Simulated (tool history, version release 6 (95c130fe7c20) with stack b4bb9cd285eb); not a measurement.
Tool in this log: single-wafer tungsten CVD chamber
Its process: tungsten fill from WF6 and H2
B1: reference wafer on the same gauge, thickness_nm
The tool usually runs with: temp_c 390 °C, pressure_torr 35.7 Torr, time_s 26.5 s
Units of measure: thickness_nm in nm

run 1 hour=0.0 | temp_c=390 pressure_torr=37.5 time_s=26.5 | B1=82.795 | thickness_nm=75.240
run 2 hour=89.7 | temp_c=390 pressure_torr=37.5 time_s=26.5 | B1=82.768 | thickness_nm=75.073
run 3 hour=161.1 | temp_c=390 pressure_torr=33.4 time_s=26.5 | B1=82.754 | thickness_nm=71.135
run 4 hour=267.1 | temp_c=390 pressure_torr=33.4 time_s=26.5 | B1=82.828 | thickness_nm=71.095
run 5 hour=348.4 | temp_c=390 pressure_torr=33.4 time_s=26.5 | B1=82.662 | thickness_nm=70.460
run 6 hour=444.6 | temp_c=381 pressure_torr=35.7 time_s=28.1 | B1=82.872 | thickness_nm=66.903
-- hour=516.1 gauge calibrated
run 7 hour=544.6 | temp_c=381 pressure_torr=35.7 time_s=28.1 | B1=82.642 | thickness_nm=66.076
run 8 hour=582.5 | temp_c=385 pressure_torr=35.7 time_s=26.5 | B1=82.806 | thickness_nm=67.255
-- hour=606.2 thermocouple changed; heater temperature recalibrated
run 9 hour=660.5 | temp_c=385 pressure_torr=35.7 time_s=26.5 | B1=82.752 | thickness_nm=67.409
run 10 hour=741.3 | temp_c=390 pressure_torr=35.7 time_s=26.5 | B1=82.796 | thickness_nm=72.886
run 11 hour=819.9 | temp_c=390 pressure_torr=35.7 time_s=26.5 | B1=82.723 | thickness_nm=72.683
run 12 hour=872.0 | temp_c=390 pressure_torr=35.7 time_s=23.9 | B1=82.848 | thickness_nm=65.384
run 13 hour=938.6 | temp_c=390 pressure_torr=35.7 time_s=23.9 | B1=82.646 | thickness_nm=65.218
run 14 hour=1035.7 | temp_c=390 pressure_torr=35.7 time_s=26.5 | B1=82.758 | thickness_nm=72.806
run 15 hour=1134.0 | temp_c=390 pressure_torr=35.7 time_s=26.5 | B1=82.764 | thickness_nm=72.299
run 16 hour=1238.0 | temp_c=390 pressure_torr=35.7 time_s=26.5 | B1=82.859 | thickness_nm=72.412
run 17 hour=1309.1 | temp_c=390 pressure_torr=35.7 time_s=26.5 | B1=82.842 | thickness_nm=71.959
run 18 hour=1424.2 | temp_c=400 pressure_torr=40.6 time_s=26.5 | B1=82.922 | thickness_nm=89.945
-- hour=1485.1 capacitance manometer re-zeroed and calibrated
run 19 hour=1498.6 | temp_c=390 pressure_torr=35.7 time_s=28.8 | B1=82.780 | thickness_nm=81.185
run 20 hour=1541.0 | temp_c=390 pressure_torr=30.4 time_s=26.5 | B1=82.857 | thickness_nm=68.346
run 21 hour=1583.3 | temp_c=390 pressure_torr=35.7 time_s=26.5 | B1=82.740 | thickness_nm=73.828
run 22 hour=1663.2 | temp_c=397 pressure_torr=38.3 time_s=26.5 | B1=82.883 | thickness_nm=86.021
run 23 hour=1730.4 | temp_c=390 pressure_torr=32.5 time_s=26.5 | B1=82.883 | thickness_nm=70.483
run 24 hour=1830.0 | temp_c=397 pressure_torr=35.7 time_s=29.7 | B1=82.832 | thickness_nm=92.677
run 25 hour=1873.5 | temp_c=385 pressure_torr=35.7 time_s=26.5 | B1=82.819 | thickness_nm=67.358
-- hour=1942.2 gauge calibrated
run 26 hour=1942.9 | temp_c=399 pressure_torr=35.7 time_s=26.5 | B1=82.761 | thickness_nm=85.644
-- hour=1953.1 showerhead replaced
run 27 hour=1989.1 | temp_c=390 pressure_torr=42.3 time_s=26.5 | B1=82.898 | thickness_nm=79.560
run 28 hour=2047.5 | temp_c=377 pressure_torr=43.1 time_s=26.5 | B1=82.871 | thickness_nm=63.987
run 29 hour=2085.4 | temp_c=381 pressure_torr=29.7 time_s=29.4 | B1=82.758 | thickness_nm=64.517
run 30 hour=2190.2 | temp_c=379 pressure_torr=35.7 time_s=26.5 | B1=82.702 | thickness_nm=60.473
run 31 hour=2250.7 | temp_c=390 pressure_torr=35.7 time_s=26.5 | B1=82.869 | thickness_nm=73.613
run 32 hour=2326.8 | temp_c=390 pressure_torr=32.3 time_s=29.7 | B1=82.803 | thickness_nm=79.008
run 33 hour=2464.4 | temp_c=398 pressure_torr=41.9 time_s=30.4 | B1=82.897 | thickness_nm=102.857
-- hour=2494.5 thermocouple changed; heater temperature recalibrated
run 34 hour=2549.5 | temp_c=400 pressure_torr=35.7 time_s=23.4 | B1=82.760 | thickness_nm=76.108
run 35 hour=2766.2 | temp_c=390 pressure_torr=40.6 time_s=26.5 | B1=82.707 | thickness_nm=77.899

List, for all runs, the conditions of the tool that the log does not record:
wafer temperature above the value expected at the setpoint (K): 0 in every run
gauge reads high (%): 0 in every run
H1: true pressure above the setpoint (%)
run=1 H1=-0.999
run=2 H1=-1.16
run=3 H1=-1.3
run=4 H1=-1.53
run=5 H1=-1.73
run=6 H1=-1.99
run=7 H1=-2.28
run=8 H1=-2.39
run=9 H1=-2.65
run=10 H1=-2.92
run=11 H1=-3.21
run=12 H1=-3.4
run=13 H1=-3.67
run=14 H1=-4.07
run=15 H1=-4.5
run=16 H1=-4.98
run=17 H1=-5.33
run=18 H1=-5.91
run=19 H1=0.0374
run=20 H1=0.0337
run=21 H1=0.0256
run=22 H1=-0.00203
run=23 H1=-0.0376
run=24 H1=-0.111
run=25 H1=-0.151
run=26 H1=-0.224
run=27 H1=-0.28
run=28 H1=-0.358
run=29 H1=-0.413
run=30 H1=-0.584
run=31 H1=-0.696
run=32 H1=-0.849
run=33 H1=-1.16
run=34 H1=-1.38
run=35 H1=-2.02
